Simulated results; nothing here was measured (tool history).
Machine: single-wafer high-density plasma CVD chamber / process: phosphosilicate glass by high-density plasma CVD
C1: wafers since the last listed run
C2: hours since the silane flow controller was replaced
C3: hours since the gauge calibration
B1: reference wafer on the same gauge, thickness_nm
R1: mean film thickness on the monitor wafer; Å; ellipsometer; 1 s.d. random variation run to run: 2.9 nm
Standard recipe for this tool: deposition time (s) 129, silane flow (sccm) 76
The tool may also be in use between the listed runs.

Run 1, hour 0: usual settings but silane flow (sccm) 70; C1 0; C2 4125.8; C3 1570.4; B1 956.806. Result: R1 9498.24 Å.
Run 2, hour 298.3: usual settings but silane flow (sccm) 70; C1 4860; C2 4424.1; C3 1868.7; B1 957.221. Result: R1 9498.72 Å.
Run 3, hour 434.1: usual settings but silane flow (sccm) 70; C1 2212; C2 4559.9; C3 2004.5; B1 958.063. Result: R1 9511.53 Å.
Run 4, hour 536.9: usual settings; C1 1675; C2 4662.7; C3 2107.3; B1 957.181. Result: R1 9869.81 Å.
Run 5, hour 643.7: usual settings; C1 1740; C2 4769.5; C3 2214.1; B1 956.269. Result: R1 9891.12 Å.
Run 6, hour 741.6: usual settings but deposition time (s) 109; C1 1595; C2 4867.4; C3 2312; B1 956.48. Result: R1 8386.49 Å.
Run 7, hour 839.2: usual settings but deposition time (s) 147, silane flow (sccm) 88; C1 1590; C2 4965; C3 2409.6; B1 956.914. Result: R1 12163.65 Å.
Run 8, hour 927.2: usual settings but deposition time (s) 147, silane flow (sccm) 88; C1 1434; C2 5053; C3 2497.6; B1 957.618. Result: R1 12183.33 Å.
Run 9, hour 1011.5: usual settings but deposition time (s) 147, silane flow (sccm) 88; C1 1373; C2 5137.3; C3 2581.9; B1 956.485. Result: R1 12244.54 Å.
Run 10, hour 1056.1: usual settings but deposition time (s) 112; C1 726; C2 5181.9; C3 2626.5; B1 957.021. Result: R1 8667.39 Å.
At hour 1240.5: gauge calibrated.
Run 11, hour 1306.3: usual settings but deposition time (s) 112; C1 4077; C2 5432.1; C3 65.8; B1 956.789. Result: R1 8657.43 Å.
Run 12, hour 1353.3: usual settings but deposition time (s) 112; C1 765; C2 5479.1; C3 112.8; B1 956.695. Result: R1 8696.08 Å.
Run 13, hour 1446.5: usual settings but silane flow (sccm) 87; C1 1518; C2 5572.3; C3 206; B1 957.198. Result: R1 10725.22 Å.
At hour 1464.2: silane flow controller replaced.
Run 14, hour 1518.3: usual settings but deposition time (s) 142, silane flow (sccm) 85; C1 1039; C2 54.1; C3 277.8; B1 956.583. Result: R1 11720.52 Å.
Run 15, hour 1563.2: usual settings but deposition time (s) 110, silane flow (sccm) 81; C1 731; C2 99; C3 322.7; B1 956.985. Result: R1 8884.87 Å.
Run 16, hour 1604.4: usual settings but deposition time (s) 105, silane flow (sccm) 81; C1 671; C2 140.2; C3 363.9; B1 957.436. Result: R1 8482.85 Å.
Run 17, hour 1685.5: usual settings but deposition time (s) 154; C1 1321; C2 221.3; C3 445; B1 957.793. Result: R1 11971.48 Å.
Run 18, hour 1742.9: usual settings but deposition time (s) 106, silane flow (sccm) 84; C1 935; C2 278.7; C3 502.4; B1 957.724. Result: R1 8742.31 Å.
At hour 1771.1: silane flow controller replaced, repeated, since the last time left the tool worse.
Run 19, hour 1843.5: usual settings but silane flow (sccm) 81; C1 1508; C2 72.4; C3 603; B1 957.155. Result: R1 10055.99 Å.
Run 20, hour 1902.4: usual settings but deposition time (s) 149, silane flow (sccm) 65; C1 959; C2 131.3; C3 661.9; B1 956.75. Result: R1 10463.53 Å.
Run 21, hour 1965.9: usual settings but deposition time (s) 144, silane flow (sccm) 72; C1 1034; C2 194.8; C3 725.4; B1 957.42. Result: R1 10576.11 Å.
Run 22, hour 2023.4: usual settings but deposition time (s) 144, silane flow (sccm) 72; C1 936; C2 252.3; C3 782.9; B1 957.363. Result: R1 10636.12 Å.
Run 23, hour 2084.3: usual settings but deposition time (s) 113, silane flow (sccm) 70; C1 992; C2 313.2; C3 843.8; B1 957.413. Result: R1 8226.49 Å.
Run 24, hour 2161.6: usual settings but deposition time (s) 121; C1 1259; C2 390.5; C3 921.1; B1 957.109. Result: R1 9101.35 Å.
Run 25, hour 2262.6: usual settings but deposition time (s) 110, silane flow (sccm) 81; C1 1645; C2 491.5; C3 1022.1; B1 957.54. Result: R1 8582.81 Å.
Run 26, hour 2349: usual settings but deposition time (s) 138, silane flow (sccm) 91; C1 1407; C2 577.9; C3 1108.5; B1 957.056. Result: R1 11497.25 Å.
Run 27, hour 2452: usual settings; C1 1678; C2 680.9; C3 1211.5; B1 956.672. Result: R1 9726.23 Å.

Subtracting, for every run, the result it would have given without the tool's unlogged condition from the measured result gives the following. The same run-to-run variation enters both numbers; the gauge's scatter may not:
Hidden state present: delivered silane flow above the setpoint (%); gauge reads high (%).
run       R1
  1  +130.02
  2  +150.57
  3  +160.58
  4  +174.52
  5  +183.29
  6  +162.06
  7  +244.84
  8  +254.24
  9  +264.31
 10  +190.43
 11  +209.37
 12  +214.01
 13  +273.12
 14  +439.13
 15  +332.93
 16  +317.94
 17  +448.97
 18  +328.07
 19   +16.18
 20   +16.95
 21   +17.33
 22   +17.67
 23   +13.91
 24   +15.81
 25   +15.59
 26    +21.8
 27   +19.54

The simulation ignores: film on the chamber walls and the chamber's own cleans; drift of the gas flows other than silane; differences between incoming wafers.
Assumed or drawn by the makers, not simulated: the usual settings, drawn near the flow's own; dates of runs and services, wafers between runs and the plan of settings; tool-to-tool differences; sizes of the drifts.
